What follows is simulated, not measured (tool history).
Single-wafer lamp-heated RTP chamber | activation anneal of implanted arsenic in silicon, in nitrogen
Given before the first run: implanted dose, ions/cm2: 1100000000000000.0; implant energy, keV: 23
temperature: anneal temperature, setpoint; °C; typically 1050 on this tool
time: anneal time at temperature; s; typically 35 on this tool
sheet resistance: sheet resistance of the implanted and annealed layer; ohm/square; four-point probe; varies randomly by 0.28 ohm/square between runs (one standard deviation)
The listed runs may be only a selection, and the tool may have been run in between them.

run	hour	temperature	time	wafers since the last listed run	wafers since the last pyrometer calibration	wafers since the reflector plate was cleaned	hours since the gauge calibration	read-back reference wafer on the same gauge, sheet resistance	sheet resistance
1	0.0	1050	35	0	2438	3250	592.1	86.01	104.94
2	15.9	1050	35	166	2604	3417	608.0	86.00	104.45
3	36.4	1050	35	214	2819	3631	628.5	86.02	104.42
4	51.4	1063	35	156	2976	3788	643.5	86.07	101.84
5	82.0	1050	35	320	3296	4108	674.1	86.00	104.08
6	100.7	1050	35	195	3492	4304	692.8	86.03	104.04
7	128.8	1050	35	294	3786	4598	720.9	86.02	103.99
# hour 138.3: pyrometer window cleaned and pyrometer calibrated
8	163.6	1050	19	280	264	4879	755.7	85.99	111.61
9	198.4	1050	19	364	628	5243	790.5	86.07	111.59
10	218.2	1050	35	207	835	5450	810.3	86.02	105.06
11	238.3	1050	35	210	1046	5660	830.4	85.98	105.12
12	263.4	1073	35	262	1308	5923	855.5	86.00	100.71
# hour 263.5: gauge calibrated
13	278.3	1073	35	155	1464	6079	14.8	85.97	100.90
14	293.1	1050	35	154	1619	6234	29.6	86.01	105.32
15	311.8	1050	35	195	1815	6430	48.3	85.94	104.91
16	340.4	1050	35	299	2114	6729	76.9	86.03	104.92
# hour 356.5: reflector plate cleaned
17	357.0	1034	35	90	2204	5	93.5	85.98	108.04
18	369.9	1063	35	135	2339	140	106.4	86.01	102.32
19	402.2	1077	43	338	2677	478	138.7	86.01	97.35
20	416.5	1033	41	149	2827	628	153.0	85.98	106.10
21	440.3	1050	35	249	3076	877	176.8	86.02	104.73
# hour 465.9: pyrometer window cleaned and pyrometer calibrated
22	469.1	1034	47	217	33	1094	205.6	86.02	106.23
23	481.7	1024	17	131	164	1226	218.2	86.00	116.93
24	503.3	1050	35	226	391	1452	239.8	85.95	105.60
25	522.1	1050	35	196	587	1649	258.6	86.01	105.55
26	539.3	1064	35	180	767	1829	275.8	86.01	102.64
27	562.0	1035	35	237	1005	2067	298.5	85.98	108.37
28	595.3	1058	19	348	1353	2415	331.8	86.03	109.31
29	621.6	1028	28	275	1629	2690	358.1	86.02	111.27
30	638.0	1050	35	171	1800	2862	374.5	86.07	104.77
31	656.7	1050	35	195	1996	3058	393.2	86.00	105.47
32	690.9	1033	41	357	2354	3416	427.4	86.03	106.97
33	715.5	1050	21	257	2611	3673	452.0	85.95	108.86

Predict each of these 4 candidate next runs independently; none follows another, all start after run 33:
A	715.9	1050	35	4	2616	3677	452.4	?	?
B	715.9	1077	46	4	2616	3677	452.4	?	?
C	715.9	1075	22	4	2616	3677	452.4	?	?
D	715.9	1065	55	4	2616	3677	452.4	?	?

run	read-back reference wafer on the same gauge, sheet resistance	sheet resistance
A	86.02	104.32
B	86.02	96.90
C	86.02	103.63
D	86.02	97.58
The same runs, with their run-to-run variation unchanged, on a tool lacking any hidden condition would have given:
run	sheet resistance
A	105.56
B	98.04
C	104.85
D	98.74
